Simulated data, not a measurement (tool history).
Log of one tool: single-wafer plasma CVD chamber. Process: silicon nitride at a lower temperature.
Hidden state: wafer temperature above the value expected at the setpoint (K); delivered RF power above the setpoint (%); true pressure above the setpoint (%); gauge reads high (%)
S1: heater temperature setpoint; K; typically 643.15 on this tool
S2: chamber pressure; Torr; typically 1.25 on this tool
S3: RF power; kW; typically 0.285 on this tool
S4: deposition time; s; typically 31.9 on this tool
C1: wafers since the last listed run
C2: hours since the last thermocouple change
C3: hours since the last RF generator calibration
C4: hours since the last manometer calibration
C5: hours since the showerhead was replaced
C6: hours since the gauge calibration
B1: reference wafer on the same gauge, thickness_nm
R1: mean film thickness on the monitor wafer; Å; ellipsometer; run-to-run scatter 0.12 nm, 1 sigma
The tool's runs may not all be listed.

Run 1, day 0.000: usual settings; C1 0; C2 1448.3; C3 2589.1; C4 1502.2; C5 7144.8; C6 92.7; B1 26.114. Result: R1 303.01 Å.
Run 2, day 0.275: usual settings; C1 160; C2 1454.9; C3 2595.7; C4 1508.8; C5 7151.4; C6 99.3; B1 26.111. Result: R1 304.59 Å.
Run 3, day 0.558: usual settings but S1 647.15 K, S2 1.45 Torr; C1 165; C2 1461.7; C3 2602.5; C4 1515.6; C5 7158.2; C6 106.1; B1 26.095. Result: R1 311.08 Å.
Run 4, day 0.812: usual settings but S1 647.15 K, S2 1.45 Torr; C1 148; C2 1467.8; C3 2608.6; C4 1521.7; C5 7164.3; C6 112.2; B1 26.091. Result: R1 313.37 Å.
Run 5, day 1.329: usual settings; C1 301; C2 1480.2; C3 2621.0; C4 1534.1; C5 7176.7; C6 124.6; B1 26.136. Result: R1 305.76 Å.
Run 6, day 1.925: usual settings; C1 348; C2 1494.5; C3 2635.3; C4 1548.4; C5 7191.0; C6 138.9; B1 26.097. Result: R1 304.31 Å.
Run 7, day 2.317: usual settings but S4 30.1 s; C1 228; C2 1503.9; C3 2644.7; C4 1557.8; C5 7200.4; C6 148.3; B1 26.112. Result: R1 285.52 Å.
Run 8, day 2.850: usual settings but S1 634.15 K; C1 311; C2 1516.7; C3 2657.5; C4 1570.6; C5 7213.2; C6 161.1; B1 26.114. Result: R1 303.88 Å.
Run 9, day 3.583: usual settings; C1 428; C2 1534.3; C3 2675.1; C4 1588.2; C5 7230.8; C6 178.7; B1 26.093. Result: R1 304.79 Å.
Run 10, day 4.267: usual settings; C1 399; C2 1550.7; C3 2691.5; C4 1604.6; C5 7247.2; C6 195.1; B1 26.103. Result: R1 304.18 Å.
Run 11, day 4.879: usual settings; C1 357; C2 1565.4; C3 2706.2; C4 1619.3; C5 7261.9; C6 209.8; B1 26.076. Result: R1 303.30 Å.
Run 12, day 5.192: usual settings but S1 649.15 K, S2 1.48 Torr, S3 0.330 kW, S4 30.3 s; C1 182; C2 1572.9; C3 2713.7; C4 1626.8; C5 7269.4; C6 217.3; B1 26.106. Result: R1 335.09 Å.
Run 13, day 5.454: usual settings but S1 638.15 K, S2 0.95 Torr, S3 0.230 kW; C1 153; C2 1579.2; C3 2720.0; C4 1633.1; C5 7275.7; C6 223.6; B1 26.086. Result: R1 238.81 Å.
Run 14, day 6.096: usual settings but S1 657.15 K, S2 1.09 Torr, S3 0.240 kW, S4 29.3 s; C1 374; C2 1594.6; C3 2735.4; C4 1648.5; C5 7291.1; C6 239.0; B1 26.105. Result: R1 233.49 Å.
At day 6.671: showerhead replaced.
Run 15, day 6.783: usual settings but S2 1.01 Torr, S3 0.320 kW; C1 206; C2 1611.1; C3 2751.9; C4 1665.0; C5 2.7; C6 255.5; B1 26.097. Result: R1 320.37 Å.
At day 7.183: capacitance manometer re-zeroed and calibrated.
At day 7.571: thermocouple changed; heater temperature recalibrated.
At day 7.621: RF generator calibrated.
Run 16, day 8.804: usual settings; C1 761; C2 29.6; C3 28.4; C4 38.9; C5 51.2; C6 304.0; B1 26.089. Result: R1 304.67 Å.
Run 17, day 9.492: usual settings; C1 401; C2 46.1; C3 44.9; C4 55.4; C5 67.7; C6 320.5; B1 26.126. Result: R1 306.37 Å.
Run 18, day 9.783: usual settings but S3 0.320 kW; C1 170; C2 53.1; C3 51.9; C4 62.4; C5 74.7; C6 327.5; B1 26.112. Result: R1 335.48 Å.
At day 9.954: gauge calibrated.
Run 19, day 10.421: usual settings but S4 34.2 s; C1 372; C2 68.4; C3 67.2; C4 77.7; C5 90.0; C6 11.2; B1 26.087. Result: R1 327.19 Å.
Run 20, day 11.000: usual settings; C1 338; C2 82.3; C3 81.1; C4 91.6; C5 103.9; C6 25.1; B1 26.080. Result: R1 303.37 Å.
Run 21, day 11.567: usual settings but S2 0.98 Torr, S4 36.0 s; C1 330; C2 95.9; C3 94.7; C4 105.2; C5 117.5; C6 38.7; B1 26.081. Result: R1 327.89 Å.
Run 22, day 12.092: usual settings but S2 1.03 Torr; C1 306; C2 108.5; C3 107.3; C4 117.8; C5 130.1; C6 51.3; B1 26.064. Result: R1 293.65 Å.
Run 23, day 12.454: usual settings but S4 28.8 s; C1 211; C2 117.2; C3 116.0; C4 126.5; C5 138.8; C6 60.0; B1 26.094. Result: R1 273.92 Å.

State the hidden condition of the tool at each of the runs:
wafer temperature above the value expected at the setpoint (K): 0 in every run
delivered RF power above the setpoint (%): 0 in every run
true pressure above the setpoint (%): 0 in every run
gauge reads high (%): 0 in every run

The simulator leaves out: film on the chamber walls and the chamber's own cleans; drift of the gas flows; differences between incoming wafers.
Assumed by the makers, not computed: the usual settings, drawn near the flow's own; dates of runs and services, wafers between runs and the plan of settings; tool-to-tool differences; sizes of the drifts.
